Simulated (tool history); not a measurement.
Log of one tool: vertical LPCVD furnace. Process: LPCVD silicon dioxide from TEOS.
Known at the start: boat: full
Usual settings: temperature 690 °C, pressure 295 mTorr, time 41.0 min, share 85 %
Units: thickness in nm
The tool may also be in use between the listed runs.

run,hour,temperature,pressure,time,share,"read-back reference wafer on the same gauge, thickness",thickness
1,0.0,690,295,41.0,85,279.11,276.60
2,32.4,690,295,35.0,85,278.78,236.21
3,59.8,690,295,41.0,73,279.12,258.92
4,95.3,690,295,41.0,73,278.97,258.02
5,120.7,690,295,52.5,93,278.97,372.49
6,135.5,690,295,52.5,93,279.01,372.75
7,170.6,690,295,41.0,85,279.06,278.16
8,200.4,690,295,41.0,85,278.50,279.05
9,235.1,693,295,41.0,85,278.88,299.33
10,249.5,693,295,41.0,85,278.81,299.81
11,272.5,690,295,41.0,85,278.81,279.38
# hour 279.4: gauge calibrated
12,301.1,690,295,41.0,97,278.90,298.35
13,322.2,690,295,41.0,97,278.52,297.24
14,340.0,690,295,41.0,85,279.26,281.14
15,353.9,690,295,41.0,73,279.20,260.00
16,370.1,690,325,56.5,85,278.93,404.93
# hour 396.1: pressure gauge zeroed
# hour 487.8: thermocouples replaced and temperature profile calibrated
17,488.3,684,260,32.0,85,278.91,186.15
18,499.8,690,295,41.0,97,279.23,313.12
19,520.5,690,360,26.0,97,279.11,219.10
20,538.2,690,295,45.5,85,279.05,325.07
21,564.3,690,235,57.5,85,278.79,368.50
22,583.4,690,295,41.0,85,279.26,292.76
# hour 632.6: thermocouples replaced and temperature profile calibrated, repeated, since the last time left the tool worse
# hour 645.0: TEOS flow controller replaced
23,676.2,684,245,31.5,95,279.14,167.79
24,692.8,690,295,56.5,85,279.15,361.20
25,709.9,690,365,53.5,85,278.97,379.15
26,740.5,690,340,54.0,85,279.21,370.28
27,761.8,690,295,28.0,85,279.02,177.04
28,822.0,690,295,41.0,97,279.03,280.63

3 ways to go on from here, each from the tool as it stands after run 28. What would each give?
A,825.8,690,295,25.5,85,?,?
B,825.8,690,340,41.0,85,?,?
C,825.8,690,295,25.0,76,?,?

run,"read-back reference wafer on the same gauge, thickness",thickness
A,279.20,162.90
B,279.20,281.18
C,279.20,151.01
Without the tool's hidden state the same runs would have given:
run,thickness
A,161.89
B,279.44
C,150.08

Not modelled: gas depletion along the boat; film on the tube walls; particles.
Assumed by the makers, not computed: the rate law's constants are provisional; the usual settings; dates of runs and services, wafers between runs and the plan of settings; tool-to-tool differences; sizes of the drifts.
